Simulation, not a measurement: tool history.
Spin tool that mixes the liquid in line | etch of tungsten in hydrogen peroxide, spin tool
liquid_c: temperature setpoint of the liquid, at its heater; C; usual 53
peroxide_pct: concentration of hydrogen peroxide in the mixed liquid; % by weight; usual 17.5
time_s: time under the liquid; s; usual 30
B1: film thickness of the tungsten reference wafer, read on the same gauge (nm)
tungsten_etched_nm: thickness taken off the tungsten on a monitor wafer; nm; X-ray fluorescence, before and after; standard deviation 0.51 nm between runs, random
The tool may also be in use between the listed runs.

Run 1, day 0: usual settings but peroxide_pct 20.5 % by weight; B1 150. Result: tungsten_etched_nm 71.85 nm.
At day 0.142: gauge calibrated.
Run 2, day 0.525: usual settings but peroxide_pct 20.5 % by weight; B1 149.98. Result: tungsten_etched_nm 71.81 nm.
Run 3, day 1.433: usual settings; B1 150.01. Result: tungsten_etched_nm 65.82 nm.
At day 1.858: new drum of peroxide connected.
Run 4, day 2.654: usual settings; B1 150.02. Result: tungsten_etched_nm 65.71 nm.
Run 5, day 3.4: usual settings; B1 150. Result: tungsten_etched_nm 65.74 nm.
At day 4.479: heated supply line repaired.
Run 6, day 4.5: usual settings but liquid_c 49 C; B1 150.01. Result: tungsten_etched_nm 51.04 nm.
Run 7, day 5.488: usual settings but liquid_c 49 C; B1 150.01. Result: tungsten_etched_nm 51.41 nm.
Run 8, day 6.983: usual settings but liquid_c 49 C; B1 149.99. Result: tungsten_etched_nm 51.07 nm.
Run 9, day 7.592: usual settings but peroxide_pct 15.5 % by weight; B1 149.99. Result: tungsten_etched_nm 61.52 nm.
Run 10, day 8.971: usual settings but liquid_c 58 C, time_s 45 s; B1 150. Result: tungsten_etched_nm 132.66 nm.
At day 9.154: peroxide flow meter replaced.
Run 11, day 9.958: usual settings but liquid_c 49 C; B1 150.01. Result: tungsten_etched_nm 49.28 nm.
Run 12, day 11.408: usual settings; B1 149.99. Result: tungsten_etched_nm 62.76 nm.
Run 13, day 12.321: usual settings; B1 150. Result: tungsten_etched_nm 63.21 nm.
Run 14, day 13.683: usual settings but liquid_c 61.5 C, peroxide_pct 13.5 % by weight, time_s 40 s; B1 149.99. Result: tungsten_etched_nm 121.67 nm.
Run 15, day 14.467: usual settings but liquid_c 47.5 C, peroxide_pct 15 % by weight, time_s 20 s; B1 150.01. Result: tungsten_etched_nm 27.88 nm.
Run 16, day 14.971: usual settings; B1 150. Result: tungsten_etched_nm 63.02 nm.
At day 16.062: thermometer replaced.
At day 16.075: peroxide flow meter replaced, repeated, since the last time left the tool worse.
Run 17, day 16.267: usual settings but liquid_c 46 C, peroxide_pct 22 % by weight, time_s 15 s; B1 150. Result: tungsten_etched_nm 24.32 nm.
At day 16.521: gauge calibrated.
Run 18, day 17.138: usual settings but liquid_c 45.5 C, time_s 20 s; B1 150. Result: tungsten_etched_nm 28.72 nm.
Run 19, day 17.667: usual settings but liquid_c 47.5 C, peroxide_pct 21.5 % by weight, time_s 35 s; B1 150.02. Result: tungsten_etched_nm 62.1 nm.
Run 20, day 18.912: usual settings but peroxide_pct 15 % by weight, time_s 40 s; B1 149.99. Result: tungsten_etched_nm 82.93 nm.
Run 21, day 20.138: usual settings but liquid_c 62.5 C, time_s 25 s; B1 149.99. Result: tungsten_etched_nm 96.72 nm.
Run 22, day 21.608: usual settings but liquid_c 58.5 C; B1 149.99. Result: tungsten_etched_nm 92.55 nm.
Run 23, day 22.296: usual settings; B1 149.99. Result: tungsten_etched_nm 67.59 nm.
Run 24, day 23.667: usual settings but liquid_c 46.5 C, peroxide_pct 20 % by weight, time_s 45 s; B1 150. Result: tungsten_etched_nm 70.94 nm.
Run 25, day 24.921: usual settings but liquid_c 56.5 C, peroxide_pct 13 % by weight; B1 149.98. Result: tungsten_etched_nm 70.89 nm.
Run 26, day 25.467: usual settings; B1 150. Result: tungsten_etched_nm 66.62 nm.

The tool's hidden state at each run:
liquid colder than its thermometer reads (K): 0 at every run
temperature lost on the way to the wafer (K): 0 at every run
peroxide weaker than its label (%): 0 at every run
gauge reads high (%): 0 at every run
H1: peroxide flow below the setpoint (%)
run     H1
  1   4.72
  2   4.84
  3   5.04
  4   5.32
  5   5.49
  6   5.74
  7   5.96
  8   6.29
  9   6.43
 10   6.74
 11   11.4
 12   11.7
 13   11.9
 14   12.2
 15   12.4
 16   12.5
 17  0.399
 18  0.595
 19  0.715
 20  0.995
 21   1.27
 22    1.6
 23   1.76
 24   2.07
 25   2.35
 26   2.47

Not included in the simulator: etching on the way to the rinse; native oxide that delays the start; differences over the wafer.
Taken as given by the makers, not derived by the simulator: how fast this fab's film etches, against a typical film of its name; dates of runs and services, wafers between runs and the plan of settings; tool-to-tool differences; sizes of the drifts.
